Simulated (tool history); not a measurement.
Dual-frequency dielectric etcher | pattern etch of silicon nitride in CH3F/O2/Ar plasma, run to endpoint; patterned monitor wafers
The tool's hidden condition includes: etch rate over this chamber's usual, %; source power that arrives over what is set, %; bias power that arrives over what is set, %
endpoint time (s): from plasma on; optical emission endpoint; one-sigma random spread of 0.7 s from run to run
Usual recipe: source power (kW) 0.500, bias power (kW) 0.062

run     day  source power (kW)  bias power (kW)  wafers since the last listed run  hours since the last wet clean  hours since the last source power generator calibration  hours since the last bias power generator calibration  hours since the last upper electrode change  incoming incoming film thickness, nm  endpoint time (s)
  1   0.000              0.500            0.067                                 0                           273.2                                                   2073.3                                                 4049.8                                       3826.5                                  50.0               74.8
  2   0.412              0.500            0.067                               119                           283.1                                                   2083.2                                                 4059.7                                       3836.4                                  50.2               75.4
  3   0.954              0.500            0.062                               156                           296.1                                                   2096.2                                                 4072.7                                       3849.4                                  50.3               79.0
  4   1.488              0.500            0.062                               154                           308.9                                                   2109.0                                                 4085.5                                       3862.2                                  50.9               77.4
  5   1.758              0.500            0.062                                78                           315.4                                                   2115.5                                                 4092.0                                       3868.7                                  49.9               78.4
  6   2.254              0.500            0.062                               143                           327.3                                                   2127.4                                                 4103.9                                       3880.6                                  49.7               76.5
  7   2.746              0.500            0.062                               142                           339.1                                                   2139.2                                                 4115.7                                       3892.4                                  50.4               77.8
  8   3.408              0.500            0.062                               191                           355.0                                                   2155.1                                                 4131.6                                       3908.3                                  49.7               76.4
  9   3.912              0.460            0.065                               145                           367.1                                                   2167.2                                                 4143.7                                       3920.4                                  50.3               76.6
 10   4.217              0.460            0.065                                88                           374.4                                                   2174.5                                                 4151.0                                       3927.7                                  50.1               77.6
 11   4.642              0.460            0.065                               123                           384.6                                                   2184.7                                                 4161.2                                       3937.9                                  50.0               76.8
 12   5.075              0.500            0.062                               125                           395.0                                                   2195.1                                                 4171.6                                       3948.3                                  50.2               76.3
 13   6.112              0.500            0.062                               300                           419.9                                                   2220.0                                                 4196.5                                       3973.2                                  50.2               76.7
      7.546  -- bias power generator calibrated
 14   8.067              0.500            0.062                               517                           466.8                                                   2266.9                                                   12.5                                       4020.1                                  50.0               76.7
 15   8.538              0.500            0.062                               136                           478.1                                                   2278.2                                                   23.8                                       4031.4                                  51.3               79.5
 16   8.850              0.500            0.062                                90                           485.6                                                   2285.7                                                   31.3                                       4038.9                                  49.7               75.3
      9.279  -- source power generator calibrated
      9.979  -- wet clean of the chamber
     10.021  -- upper electrode replaced
 17  10.042              0.500            0.062                                82                             1.5                                                     18.3                                                   59.9                                          0.5                                  50.1               84.2
 18  10.054              0.500            0.062                                 3                             1.8                                                     18.6                                                   60.2                                          0.8                                  49.9               84.8
 19  10.071              0.500            0.062                                 4                             2.2                                                     19.0                                                   60.6                                          1.2                                  50.4               85.1
 20  10.333              0.500            0.062                                75                             8.5                                                     25.3                                                   66.9                                          7.5                                  49.7               83.0
 21  10.621              0.550            0.051                                83                            15.4                                                     32.2                                                   73.8                                         14.4                                  50.2               87.2
 22  11.108              0.460            0.071                               141                            27.1                                                     43.9                                                   85.5                                         26.1                                  50.3               84.1

Expected results for the next run?
 23  11.571              0.500            0.062                               133                            38.2                                                     55.0                                                   96.6                                         37.2                                  50.9                  ?

endpoint time (s): 87.1
With the hidden condition absent and the run-to-run variation left alone, this run would have shown endpoint time (s) 81.3.
